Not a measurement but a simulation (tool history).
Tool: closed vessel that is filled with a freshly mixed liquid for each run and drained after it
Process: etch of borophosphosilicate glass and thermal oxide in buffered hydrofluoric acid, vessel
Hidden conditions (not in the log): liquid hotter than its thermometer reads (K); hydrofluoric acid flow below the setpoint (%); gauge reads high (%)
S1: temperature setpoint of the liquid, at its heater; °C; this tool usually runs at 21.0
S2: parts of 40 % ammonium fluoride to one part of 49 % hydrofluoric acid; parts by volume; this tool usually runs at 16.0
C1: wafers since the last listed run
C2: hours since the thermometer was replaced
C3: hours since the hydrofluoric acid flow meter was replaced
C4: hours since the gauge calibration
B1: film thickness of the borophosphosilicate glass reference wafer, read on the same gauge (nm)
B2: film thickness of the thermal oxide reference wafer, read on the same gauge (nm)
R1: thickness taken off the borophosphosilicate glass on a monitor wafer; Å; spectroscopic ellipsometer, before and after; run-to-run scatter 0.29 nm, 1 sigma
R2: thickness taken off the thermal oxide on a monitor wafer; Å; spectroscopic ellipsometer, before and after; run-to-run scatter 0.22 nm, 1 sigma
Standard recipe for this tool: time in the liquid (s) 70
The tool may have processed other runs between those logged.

run 1 hour=0.0 | S1=21.0 S2=16.0 time_in_the_liquid_(s)=70 | C1=0 C2=1105.8 C3=161.2 C4=1052.4 | B1=69.95 B2=149.96 | R1=495.2 R2=387.8
run 2 hour=40.0 | S1=21.0 S2=16.0 time_in_the_liquid_(s)=70 | C1=2809 C2=1145.8 C3=201.2 C4=1092.4 | B1=70.01 B2=150.00 | R1=493.1 R2=391.9
run 3 hour=105.8 | S1=21.0 S2=16.0 time_in_the_liquid_(s)=70 | C1=4622 C2=1211.6 C3=267.0 C4=1158.2 | B1=69.96 B2=150.01 | R1=494.6 R2=386.2
run 4 hour=292.4 | S1=21.0 S2=16.0 time_in_the_liquid_(s)=70 | C1=13107 C2=1398.2 C3=453.6 C4=1344.8 | B1=69.96 B2=150.01 | R1=489.3 R2=380.1
run 5 hour=351.4 | S1=21.0 S2=16.0 time_in_the_liquid_(s)=70 | C1=4144 C2=1457.2 C3=512.6 C4=1403.8 | B1=70.03 B2=150.00 | R1=478.7 R2=377.5
run 6 hour=417.1 | S1=17.0 S2=18.5 time_in_the_liquid_(s)=85 | C1=4615 C2=1522.9 C3=578.3 C4=1469.5 | B1=69.97 B2=150.03 | R1=400.9 R2=315.9
run 7 hour=486.2 | S1=25.5 S2=22.0 time_in_the_liquid_(s)=70 | C1=4853 C2=1592.0 C3=647.4 C4=1538.6 | B1=69.98 B2=150.03 | R1=468.9 R2=367.8
-- hour=518.3 gauge calibrated
run 8 hour=527.4 | S1=17.5 S2=20.5 time_in_the_liquid_(s)=30 | C1=2894 C2=1633.2 C3=688.6 C4=9.1 | B1=69.98 B2=149.99 | R1=133.1 R2=104.6
run 9 hour=581.1 | S1=25.5 S2=16.0 time_in_the_liquid_(s)=45 | C1=3772 C2=1686.9 C3=742.3 C4=62.8 | B1=69.97 B2=149.98 | R1=388.4 R2=303.3
-- hour=605.2 hydrofluoric acid flow meter replaced
run 10 hour=648.0 | S1=25.0 S2=13.5 time_in_the_liquid_(s)=45 | C1=4629 C2=1753.8 C3=42.8 C4=129.7 | B1=70.04 B2=150.04 | R1=475.7 R2=370.5
-- hour=656.5 thermometer replaced
run 11 hour=708.7 | S1=23.0 S2=17.5 time_in_the_liquid_(s)=70 | C1=4193 C2=52.2 C3=103.5 C4=190.4 | B1=70.00 B2=149.99 | R1=513.7 R2=404.1
run 12 hour=745.8 | S1=18.0 S2=16.0 time_in_the_liquid_(s)=35 | C1=2606 C2=89.3 C3=140.6 C4=227.5 | B1=70.01 B2=150.01 | R1=211.6 R2=164.4
run 13 hour=807.8 | S1=23.5 S2=16.0 time_in_the_liquid_(s)=35 | C1=4355 C2=151.3 C3=202.6 C4=289.5 | B1=70.00 B2=150.04 | R1=287.8 R2=223.8
run 14 hour=832.7 | S1=21.0 S2=18.5 time_in_the_liquid_(s)=95 | C1=1749 C2=176.2 C3=227.5 C4=314.4 | B1=70.02 B2=149.95 | R1=588.5 R2=457.0
run 15 hour=868.5 | S1=19.0 S2=13.5 time_in_the_liquid_(s)=95 | C1=2514 C2=212.0 C3=263.3 C4=350.2 | B1=70.01 B2=150.00 | R1=714.4 R2=560.1
run 16 hour=897.9 | S1=24.0 S2=14.0 time_in_the_liquid_(s)=85 | C1=2065 C2=241.4 C3=292.7 C4=379.6 | B1=70.00 B2=150.06 | R1=811.4 R2=631.9
run 17 hour=927.3 | S1=26.0 S2=20.0 time_in_the_liquid_(s)=40 | C1=2065 C2=270.8 C3=322.1 C4=409.0 | B1=70.01 B2=150.02 | R1=298.9 R2=238.1
run 18 hour=994.8 | S1=21.0 S2=19.5 time_in_the_liquid_(s)=90 | C1=4741 C2=338.3 C3=389.6 C4=476.5 | B1=70.03 B2=150.00 | R1=521.1 R2=410.1
run 19 hour=1030.0 | S1=21.0 S2=16.0 time_in_the_liquid_(s)=70 | C1=2472 C2=373.5 C3=424.8 C4=511.7 | B1=70.00 B2=149.98 | R1=490.1 R2=381.3
run 20 hour=1089.1 | S1=21.0 S2=16.0 time_in_the_liquid_(s)=70 | C1=4151 C2=432.6 C3=483.9 C4=570.8 | B1=69.98 B2=149.99 | R1=483.7 R2=382.3
run 21 hour=1127.5 | S1=17.0 S2=18.0 time_in_the_liquid_(s)=110 | C1=2697 C2=471.0 C3=522.3 C4=609.2 | B1=70.02 B2=150.06 | R1=543.4 R2=424.9
run 22 hour=1174.8 | S1=17.5 S2=19.5 time_in_the_liquid_(s)=70 | C1=3322 C2=518.3 C3=569.6 C4=656.5 | B1=69.97 B2=150.02 | R1=326.5 R2=259.1
run 23 hour=1208.6 | S1=21.0 S2=16.0 time_in_the_liquid_(s)=70 | C1=2374 C2=552.1 C3=603.4 C4=690.3 | B1=70.01 B2=150.00 | R1=480.2 R2=380.0
run 24 hour=1270.4 | S1=19.5 S2=12.0 time_in_the_liquid_(s)=110 | C1=4341 C2=613.9 C3=665.2 C4=752.1 | B1=70.00 B2=149.94 | R1=921.0 R2=725.6
run 25 hour=1304.7 | S1=23.5 S2=13.5 time_in_the_liquid_(s)=85 | C1=2409 C2=648.2 C3=699.5 C4=786.4 | B1=69.99 B2=150.04 | R1=786.0 R2=609.0

Each row is a separate what-if for the run after 25, all from the same tool condition, not one after another. Results?
run A hour=1305.4 | S1=21.0 S2=22.0 time_in_the_liquid_(s)=70 | C1=49 C2=648.9 C3=700.2 C4=787.1 | B1=? B2=? | R1=? R2=?
run B hour=1305.4 | S1=21.0 S2=13.5 time_in_the_liquid_(s)=70 | C1=49 C2=648.9 C3=700.2 C4=787.1 | B1=? B2=? | R1=? R2=?
run C hour=1305.4 | S1=17.5 S2=18.0 time_in_the_liquid_(s)=30 | C1=49 C2=648.9 C3=700.2 C4=787.1 | B1=? B2=? | R1=? R2=?
run D hour=1305.4 | S1=23.0 S2=16.0 time_in_the_liquid_(s)=85 | C1=49 C2=648.9 C3=700.2 C4=787.1 | B1=? B2=? | R1=? R2=?

run=A B1=69.99 B2=150.01 R1=366.4 R2=286.1
run=B B1=69.99 B2=150.01 R1=567.7 R2=442.5
run=C B1=69.99 B2=150.01 R1=150.6 R2=117.3
run=D B1=69.99 B2=150.01 R1=650.3 R2=507.9
The same runs, with their run-to-run variation unchanged, on a tool lacking any hidden condition would have given:
run=A R1=381.3 R2=297.7
run=B R1=600.9 R2=468.3
run=C R1=159.4 R2=124.1
run=D R1=688.4 R2=537.5
